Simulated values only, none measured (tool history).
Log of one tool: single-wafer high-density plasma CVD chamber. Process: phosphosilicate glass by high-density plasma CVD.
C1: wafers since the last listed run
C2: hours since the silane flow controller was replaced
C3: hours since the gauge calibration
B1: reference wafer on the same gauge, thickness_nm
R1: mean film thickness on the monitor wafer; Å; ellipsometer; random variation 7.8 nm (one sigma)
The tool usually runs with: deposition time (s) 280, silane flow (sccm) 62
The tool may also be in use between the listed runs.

{"run": 1, "hour": 0.0, "deposition time (s)": 280, "silane flow (sccm)": 71, "C1": 0, "C2": 1369, "C3": 103.2, "B1": 1618.925, "R1": 20629.77}
{"run": 2, "hour": 10.5, "deposition time (s)": 280, "silane flow (sccm)": 71, "C1": 44, "C2": 1379.5, "C3": 113.7, "B1": 1619.687, "R1": 20542.3}
{"run": 3, "hour": 20.1, "deposition time (s)": 280, "silane flow (sccm)": 62, "C1": 40, "C2": 1389.1, "C3": 123.3, "B1": 1619.25, "R1": 18313.55}
{"run": 4, "hour": 26.6, "deposition time (s)": 280, "silane flow (sccm)": 62, "C1": 27, "C2": 1395.6, "C3": 129.8, "B1": 1618.891, "R1": 18170.06}
{"run": 5, "hour": 42.6, "deposition time (s)": 280, "silane flow (sccm)": 62, "C1": 67, "C2": 1411.6, "C3": 145.8, "B1": 1620.198, "R1": 18285.94}
{"run": 6, "hour": 54.3, "deposition time (s)": 265, "silane flow (sccm)": 68, "C1": 49, "C2": 1423.3, "C3": 157.5, "B1": 1620.079, "R1": 18901.94}
{"run": 7, "hour": 67.3, "deposition time (s)": 307, "silane flow (sccm)": 62, "C1": 54, "C2": 1436.3, "C3": 170.5, "B1": 1620.608, "R1": 20025.48}
{"run": 8, "hour": 81.6, "deposition time (s)": 307, "silane flow (sccm)": 55, "C1": 60, "C2": 1450.6, "C3": 184.8, "B1": 1620.796, "R1": 17847.01}
{"run": 9, "hour": 93.3, "deposition time (s)": 307, "silane flow (sccm)": 55, "C1": 49, "C2": 1462.3, "C3": 196.5, "B1": 1619.706, "R1": 17915.78}
{"run": 10, "hour": 103.6, "deposition time (s)": 280, "silane flow (sccm)": 62, "C1": 43, "C2": 1472.6, "C3": 206.8, "B1": 1620.204, "R1": 18282.72}
{"run": 11, "hour": 115.6, "deposition time (s)": 280, "silane flow (sccm)": 62, "C1": 50, "C2": 1484.6, "C3": 218.8, "B1": 1620.58, "R1": 18203.53}
{"run": 12, "hour": 127.1, "deposition time (s)": 280, "silane flow (sccm)": 62, "C1": 48, "C2": 1496.1, "C3": 230.3, "B1": 1620.17, "R1": 18440.67}
{"hour": 131.4, "done": "gauge calibrated"}
{"run": 13, "hour": 141.3, "deposition time (s)": 244, "silane flow (sccm)": 74, "C1": 59, "C2": 1510.3, "C3": 9.9, "B1": 1621.217, "R1": 18715.88}
{"run": 14, "hour": 149.0, "deposition time (s)": 280, "silane flow (sccm)": 62, "C1": 32, "C2": 1518, "C3": 17.6, "B1": 1620.045, "R1": 18360.39}
{"run": 15, "hour": 159.2, "deposition time (s)": 227, "silane flow (sccm)": 74, "C1": 43, "C2": 1528.2, "C3": 27.8, "B1": 1620.464, "R1": 17504.61}
{"run": 16, "hour": 174.0, "deposition time (s)": 231, "silane flow (sccm)": 57, "C1": 62, "C2": 1543, "C3": 42.6, "B1": 1618.773, "R1": 13860.65}
{"run": 17, "hour": 207.1, "deposition time (s)": 280, "silane flow (sccm)": 62, "C1": 139, "C2": 1576.1, "C3": 75.7, "B1": 1620.18, "R1": 18169.66}
{"run": 18, "hour": 218.3, "deposition time (s)": 330, "silane flow (sccm)": 62, "C1": 47, "C2": 1587.3, "C3": 86.9, "B1": 1620.403, "R1": 21561.93}
{"hour": 230.9, "done": "silane flow controller replaced"}
{"run": 19, "hour": 232.2, "deposition time (s)": 315, "silane flow (sccm)": 74, "C1": 24, "C2": 1.3, "C3": 100.8, "B1": 1620.687, "R1": 24223.65}
{"run": 20, "hour": 239.0, "deposition time (s)": 280, "silane flow (sccm)": 62, "C1": 28, "C2": 8.1, "C3": 107.6, "B1": 1619.886, "R1": 18355.73}
{"run": 21, "hour": 247.8, "deposition time (s)": 231, "silane flow (sccm)": 55, "C1": 37, "C2": 16.9, "C3": 116.4, "B1": 1619.815, "R1": 13533.27}
{"run": 22, "hour": 264.5, "deposition time (s)": 280, "silane flow (sccm)": 62, "C1": 70, "C2": 33.6, "C3": 133.1, "B1": 1619.542, "R1": 18087.31}
{"run": 23, "hour": 277.1, "deposition time (s)": 243, "silane flow (sccm)": 62, "C1": 53, "C2": 46.2, "C3": 145.7, "B1": 1620.4, "R1": 15745.91}
{"run": 24, "hour": 293.5, "deposition time (s)": 301, "silane flow (sccm)": 69, "C1": 69, "C2": 62.6, "C3": 162.1, "B1": 1620.771, "R1": 21533.41}

Each row is a separate what-if for the run after 24, all from the same tool condition, not one after another. Results?
{"run": "A", "hour": 294.0, "deposition time (s)": 280, "silane flow (sccm)": 56, "C1": 2, "C2": 63.1, "C3": 162.6, "B1": "?", "R1": "?"}
{"run": "B", "hour": 294.0, "deposition time (s)": 251, "silane flow (sccm)": 58, "C1": 2, "C2": 63.1, "C3": 162.6, "B1": "?", "R1": "?"}
{"run": "C", "hour": 294.0, "deposition time (s)": 224, "silane flow (sccm)": 58, "C1": 2, "C2": 63.1, "C3": 162.6, "B1": "?", "R1": "?"}

run=A B1=1619.587 R1=16653.11
run=B B1=1619.587 R1=15415.93
run=C B1=1619.587 R1=13757.64
Stripped of hidden state, with their random variation kept, the same runs would have yielded:
run=A R1=16653.11
run=B R1=15415.93
run=C R1=13757.64
